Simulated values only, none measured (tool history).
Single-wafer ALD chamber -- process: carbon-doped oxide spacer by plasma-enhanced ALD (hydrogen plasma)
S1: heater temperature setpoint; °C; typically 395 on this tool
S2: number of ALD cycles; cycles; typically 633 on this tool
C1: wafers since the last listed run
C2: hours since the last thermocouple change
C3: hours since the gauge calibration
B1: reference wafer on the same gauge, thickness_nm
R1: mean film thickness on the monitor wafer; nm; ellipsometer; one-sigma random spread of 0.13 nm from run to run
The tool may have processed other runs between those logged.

run    hour   S1   S2  C1      C2     C3      B1      R1
  1       0  391  633   0   226.8  137.1  33.264  30.373
  2    40.8  391  633  25   267.6  177.9  33.277  30.544
  3   108.4  399  633  42   335.2  245.5  33.288  30.697
  4   209.1  395  633  63   435.9  346.2  33.283  30.657
  5   282.1  395  633  46   508.9  419.2  33.252  30.732
  6   387.5  395  660  66   614.3  524.6   33.28  31.859
  7   468.4  395  660  51   695.2  605.5  33.299  32.052
  8   574.7  395  598  67   801.5  711.8  33.277  28.949
  9   653.9  395  598  50   880.7    791  33.281  28.819
      753.1  -- gauge calibrated
 10   753.3  399  664  62   980.1    0.2  33.277  32.169
 11   803.7  399  664  31  1030.5   50.6  33.345  31.947
 12   850.6  402  714  29  1077.4   97.5  33.277  34.493
 13   948.4  381  523  61  1175.2  195.3  33.301  25.212
      988.4  -- thermocouple changed; heater temperature recalibrated
 14  1015.6  390  633  37    27.2  262.5  33.314   30.54
 15  1105.9  389  544  57   117.5  352.8  33.264  26.461
 16  1183.4  395  633  49     195  430.3  33.278  30.463
 17  1270.5  405  709  55   282.1  517.4  33.293  34.056
 18  1330.9  395  541  38   342.5  577.8   33.34  26.322
 19    1373  395  672  26   384.6  619.9  33.306  32.466
 20    1419  399  576  29   430.6  665.9  33.348  27.721
 21  1515.8  391  671  61   527.4  762.7    33.3  32.108
 22  1617.2  391  671  64   628.8  864.1  33.248   32.51

Across each entry between runs, compare the hidden state at the last listed run before it with the hidden state at the first listed run after it:
Run 9 -> run 10: gauge calibrated (hour 753.1)
  no hidden state differs between the two runs
Run 13 -> run 14: thermocouple changed; heater temperature recalibrated (hour 988.4)
  no hidden state differs between the two runs
